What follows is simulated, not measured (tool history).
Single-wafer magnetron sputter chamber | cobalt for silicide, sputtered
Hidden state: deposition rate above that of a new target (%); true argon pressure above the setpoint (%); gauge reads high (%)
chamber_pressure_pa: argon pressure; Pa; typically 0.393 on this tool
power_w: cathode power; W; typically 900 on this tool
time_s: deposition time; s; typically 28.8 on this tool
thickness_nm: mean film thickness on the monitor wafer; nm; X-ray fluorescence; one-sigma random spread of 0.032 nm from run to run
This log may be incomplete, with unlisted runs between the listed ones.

run	day	chamber_pressure_pa	power_w	time_s	wafers since the last listed run	wafers on the sputter target	hours since the last manometer calibration	hours since the magnet pack was replaced	hours since the gauge calibration	read-back reference wafer on the same gauge, thickness_nm	thickness_nm
1	0	0.393	900	28.8	0	6532	824.9	9899	465.5	11.998	11.962
2	1.308	0.393	900	28.8	513	7045	856.3	9930.4	496.9	12	11.891
# day 2.146: sputter target and shields replaced
3	3.433	0.346	800	28.8	702	505	907.3	9981.4	547.9	11.99	11.022
4	5.604	0.449	900	28.8	851	1357	959.4	10033.5	600	12.009	11.89
5	6.796	0.449	900	28.8	467	1824	988	10062.1	628.6	11.986	11.897
6	8.7	0.449	900	28.8	747	2571	1033.7	10107.8	674.3	12.017	11.954
7	10.325	0.393	900	28.8	637	3209	1072.7	10146.8	713.3	11.995	12.091
# day 11.838: magnet pack replaced
8	11.929	0.393	900	28.8	498	3707	1111.2	2.2	751.8	12.002	12.082
9	13.562	0.393	900	28.8	640	4348	1150.4	41.4	791	12.007	12.051
10	15.229	0.524	750	23.6	653	5002	1190.4	81.4	831	12.002	7.881
11	16.521	0.249	850	26.7	506	5509	1221.4	112.4	862	11.999	10.962
# day 17.829: gauge calibrated
12	19.388	0.393	900	28.8	1124	6633	1290.2	181.2	37.4	11.992	11.915
# day 20.108: sputter target and shields replaced
13	21.146	0.48	1050	28.8	559	406	1332.4	223.4	79.6	12.006	14.036
# day 25.246: capacitance manometer re-zeroed and calibrated
14	28.392	0.393	900	33.3	2711	3118	75.5	397.3	253.5	12.007	13.75
15	29.408	0.441	900	24.6	398	3517	99.9	421.7	277.9	11.998	9.958
16	30.583	0.301	1000	25	460	3978	128.1	449.9	306.1	12.012	11.817
17	32.621	0.478	900	28.8	799	4777	177	498.8	355	11.984	11.467
18	33.758	0.393	900	24.4	446	5224	204.3	526.1	382.3	11.996	9.938

Entry by entry between the runs, the difference in hidden state between the last listed run before and the first listed run after:
Runs 2 to 3: sputter target and shields replaced (day 2.146)
  deposition rate above that of a new target (%): -3.35 -> -0.783; true argon pressure above the setpoint (%): -11.9 -> -12.5
  measured minus no-state result, thickness_nm: -0.21 -> +0.08 nm
Runs 7 to 8: magnet pack replaced (day 11.838)
  deposition rate above that of a new target (%): -2.04 -> -2.33; true argon pressure above the setpoint (%): -14.5 -> -14.9
  measured minus no-state result, thickness_nm: -0.006 -> -0.035 nm
Runs 11 to 12: gauge calibrated (day 17.829)
  deposition rate above that of a new target (%): -3.17 -> -3.69; true argon pressure above the setpoint (%): -16.2 -> -17
  measured minus no-state result, thickness_nm: -0.208 -> -0.167 nm
Runs 12 to 13: sputter target and shields replaced (day 20.108)
  deposition rate above that of a new target (%): -3.69 -> -0.405; true argon pressure above the setpoint (%): -17 -> -17.5
  measured minus no-state result, thickness_nm: -0.167 -> +0.363 nm
Runs 13 to 14: capacitance manometer re-zeroed and calibrated (day 25.246)
  deposition rate above that of a new target (%): -0.405 -> -1.73; true argon pressure above the setpoint (%): -17.5 -> 0.0152
  measured minus no-state result, thickness_nm: +0.363 -> -0.242 nm
